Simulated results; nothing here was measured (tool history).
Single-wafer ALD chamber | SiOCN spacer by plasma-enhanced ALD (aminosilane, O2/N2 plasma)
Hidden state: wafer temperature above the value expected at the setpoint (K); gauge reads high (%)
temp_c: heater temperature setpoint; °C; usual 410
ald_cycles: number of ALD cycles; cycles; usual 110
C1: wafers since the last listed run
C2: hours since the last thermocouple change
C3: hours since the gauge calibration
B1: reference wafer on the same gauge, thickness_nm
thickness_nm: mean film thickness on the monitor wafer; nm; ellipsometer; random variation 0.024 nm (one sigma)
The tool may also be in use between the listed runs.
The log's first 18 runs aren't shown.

{"run": 19, "day": 50.833, "temp_c": 417, "ald_cycles": 110, "C1": 152, "C2": 484.5, "C3": 1489.2, "B1": 6.281, "thickness_nm": 6.585}
{"run": 20, "day": 53.946, "temp_c": 417, "ald_cycles": 110, "C1": 153, "C2": 559.2, "C3": 1563.9, "B1": 6.283, "thickness_nm": 6.59}
{"run": 21, "day": 55.517, "temp_c": 417, "ald_cycles": 110, "C1": 77, "C2": 596.9, "C3": 1601.6, "B1": 6.278, "thickness_nm": 6.571}
{"run": 22, "day": 57.812, "temp_c": 410, "ald_cycles": 102, "C1": 113, "C2": 652, "C3": 1656.7, "B1": 6.281, "thickness_nm": 6.258}
{"run": 23, "day": 60.646, "temp_c": 402, "ald_cycles": 96, "C1": 139, "C2": 720, "C3": 1724.7, "B1": 6.279, "thickness_nm": 5.982}
{"run": 24, "day": 73.362, "temp_c": 410, "ald_cycles": 110, "C1": 626, "C2": 1025.2, "C3": 2029.9, "B1": 6.28, "thickness_nm": 6.755}
{"run": 25, "day": 75.083, "temp_c": 410, "ald_cycles": 110, "C1": 84, "C2": 1066.5, "C3": 2071.2, "B1": 6.289, "thickness_nm": 6.793}
{"day": 75.962, "done": "thermocouple changed; heater temperature recalibrated"}
{"run": 26, "day": 77.621, "temp_c": 418, "ald_cycles": 90, "C1": 108, "C2": 39.8, "C3": 2132.1, "B1": 6.276, "thickness_nm": 5.272}
{"run": 27, "day": 79.933, "temp_c": 424, "ald_cycles": 119, "C1": 114, "C2": 95.3, "C3": 2187.6, "B1": 6.285, "thickness_nm": 6.898}
{"day": 80.5, "done": "gauge calibrated"}
{"run": 28, "day": 83.15, "temp_c": 406, "ald_cycles": 128, "C1": 158, "C2": 172.5, "C3": 63.6, "B1": 6.287, "thickness_nm": 7.874}
{"run": 29, "day": 85.396, "temp_c": 410, "ald_cycles": 110, "C1": 110, "C2": 226.4, "C3": 117.5, "B1": 6.286, "thickness_nm": 6.644}
{"run": 30, "day": 89.088, "temp_c": 405, "ald_cycles": 110, "C1": 181, "C2": 315, "C3": 206.1, "B1": 6.284, "thickness_nm": 6.831}
{"run": 31, "day": 91.25, "temp_c": 410, "ald_cycles": 116, "C1": 106, "C2": 366.9, "C3": 258, "B1": 6.282, "thickness_nm": 7.114}
{"run": 32, "day": 93.442, "temp_c": 405, "ald_cycles": 110, "C1": 108, "C2": 419.5, "C3": 310.6, "B1": 6.279, "thickness_nm": 6.811}
{"run": 33, "day": 97.3, "temp_c": 422, "ald_cycles": 100, "C1": 190, "C2": 512.1, "C3": 403.2, "B1": 6.275, "thickness_nm": 5.889}
{"run": 34, "day": 101.058, "temp_c": 410, "ald_cycles": 101, "C1": 185, "C2": 602.3, "C3": 493.4, "B1": 6.276, "thickness_nm": 6.204}
{"run": 35, "day": 103.446, "temp_c": 410, "ald_cycles": 110, "C1": 117, "C2": 659.6, "C3": 550.7, "B1": 6.275, "thickness_nm": 6.725}
{"run": 36, "day": 107.412, "temp_c": 401, "ald_cycles": 100, "C1": 195, "C2": 754.8, "C3": 645.9, "B1": 6.279, "thickness_nm": 6.224}
{"run": 37, "day": 109.354, "temp_c": 410, "ald_cycles": 110, "C1": 95, "C2": 801.4, "C3": 692.5, "B1": 6.287, "thickness_nm": 6.754}
{"run": 38, "day": 113.317, "temp_c": 400, "ald_cycles": 110, "C1": 195, "C2": 896.5, "C3": 787.6, "B1": 6.292, "thickness_nm": 6.829}
{"run": 39, "day": 115.033, "temp_c": 405, "ald_cycles": 110, "C1": 84, "C2": 937.7, "C3": 828.8, "B1": 6.273, "thickness_nm": 6.803}
{"run": 40, "day": 119.35, "temp_c": 418, "ald_cycles": 128, "C1": 212, "C2": 1041.3, "C3": 932.4, "B1": 6.268, "thickness_nm": 7.645}
{"run": 41, "day": 121.521, "temp_c": 410, "ald_cycles": 110, "C1": 107, "C2": 1093.4, "C3": 984.5, "B1": 6.277, "thickness_nm": 6.739}
{"run": 42, "day": 124.712, "temp_c": 410, "ald_cycles": 128, "C1": 157, "C2": 1170, "C3": 1061.1, "B1": 6.296, "thickness_nm": 7.863}
{"run": 43, "day": 129.158, "temp_c": 403, "ald_cycles": 119, "C1": 219, "C2": 1276.7, "C3": 1167.8, "B1": 6.286, "thickness_nm": 7.421}

The next listed run, before its measurement:
{"run": 44, "day": 132.404, "temp_c": 401, "ald_cycles": 110, "C1": 160, "C2": 1354.6, "C3": 1245.7, "B1": "?", "thickness_nm": "?"}

B1: 6.273
thickness_nm: 6.78 nm
Without the tool's hidden state the same run would have given thickness_nm 6.754 nm.

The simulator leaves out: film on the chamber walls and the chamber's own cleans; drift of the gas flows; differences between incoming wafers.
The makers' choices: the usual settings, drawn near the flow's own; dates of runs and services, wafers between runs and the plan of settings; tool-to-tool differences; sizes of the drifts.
